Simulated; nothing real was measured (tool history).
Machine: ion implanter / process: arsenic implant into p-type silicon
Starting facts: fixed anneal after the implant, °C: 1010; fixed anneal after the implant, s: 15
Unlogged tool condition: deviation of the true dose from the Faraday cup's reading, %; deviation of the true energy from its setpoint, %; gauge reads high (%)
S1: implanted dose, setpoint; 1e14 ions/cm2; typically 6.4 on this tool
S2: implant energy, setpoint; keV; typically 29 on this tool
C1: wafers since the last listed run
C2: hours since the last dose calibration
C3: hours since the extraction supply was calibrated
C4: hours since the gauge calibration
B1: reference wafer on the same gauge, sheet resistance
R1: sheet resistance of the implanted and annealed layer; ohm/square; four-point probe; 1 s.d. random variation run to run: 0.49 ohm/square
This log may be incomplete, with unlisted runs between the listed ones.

run     day    S1    S2    C1     C2      C3      C4      B1      R1
  1       0   6.4  32.5     0  135.6  3199.8  1490.9  145.99  158.83
  2   1.771   6.4  33.5   612  178.1  3242.3  1533.4  145.86  157.74
  3   4.283   6.4  33.5   868  238.4  3302.6  1593.7  145.92  156.61
  4   5.962   6.4    29   580  278.7  3342.9    1634  146.09   161.2
  5     7.5   6.4    29   531  315.6  3379.8  1670.9  146.04  161.43
  6  10.067  5.62    29   887  377.2  3441.4  1732.5  146.01  177.49
  7  13.792  5.62    29  1287  466.6  3530.8  1821.9  146.07  177.84
  8  15.746   6.4    29   675  513.5  3577.7  1868.8  145.85  160.57
  9  19.496   6.4    29  1296  603.5  3667.7  1958.8  145.98  160.59
 10  24.879  5.09    29  1861  732.7  3796.9    2088  146.03  191.32
 11  27.854  5.09    29  1028  804.1  3868.3  2159.4  146.01   190.2
     34.217  -- Faraday cup replaced and dose calibrated
 12  34.975  5.84  26.5  2346   18.2  4039.2  2330.3  146.16  174.62
 13   38.05   6.4    29  1063     92    4113  2404.1  146.01  161.65
     38.758  -- gauge calibrated
 14  41.475   6.4    29  1184  174.2  4195.2    65.2  146.06  160.65
 15  45.358  5.55    29  1342  267.4  4288.4   158.4  146.01  179.24
 16  48.067  8.08    36   936  332.4  4353.4   223.4  145.97  130.34
     49.833  -- extraction supply calibrated
 17  50.233  5.53  34.5   633  384.4     9.6   275.4  146.01   173.1
 18  52.858   6.4  23.5   907  447.4    72.6   338.4  145.96  166.64
 19  55.883  7.16    29  1045    520   145.2     411  146.11     149
 20  58.829  8.23    35  1018  590.7   215.9   481.7  145.98  129.32

What does the tool deliver on the next run?
 21  60.9  6.4  19  715  640.4  265.6  531.4   ?   ?

Run 21 measured B1 145.89, R1 173.04 ohm/square.
If the tool had no hidden condition, the same run with the same run-to-run variation would have returned R1 173.04 ohm/square.

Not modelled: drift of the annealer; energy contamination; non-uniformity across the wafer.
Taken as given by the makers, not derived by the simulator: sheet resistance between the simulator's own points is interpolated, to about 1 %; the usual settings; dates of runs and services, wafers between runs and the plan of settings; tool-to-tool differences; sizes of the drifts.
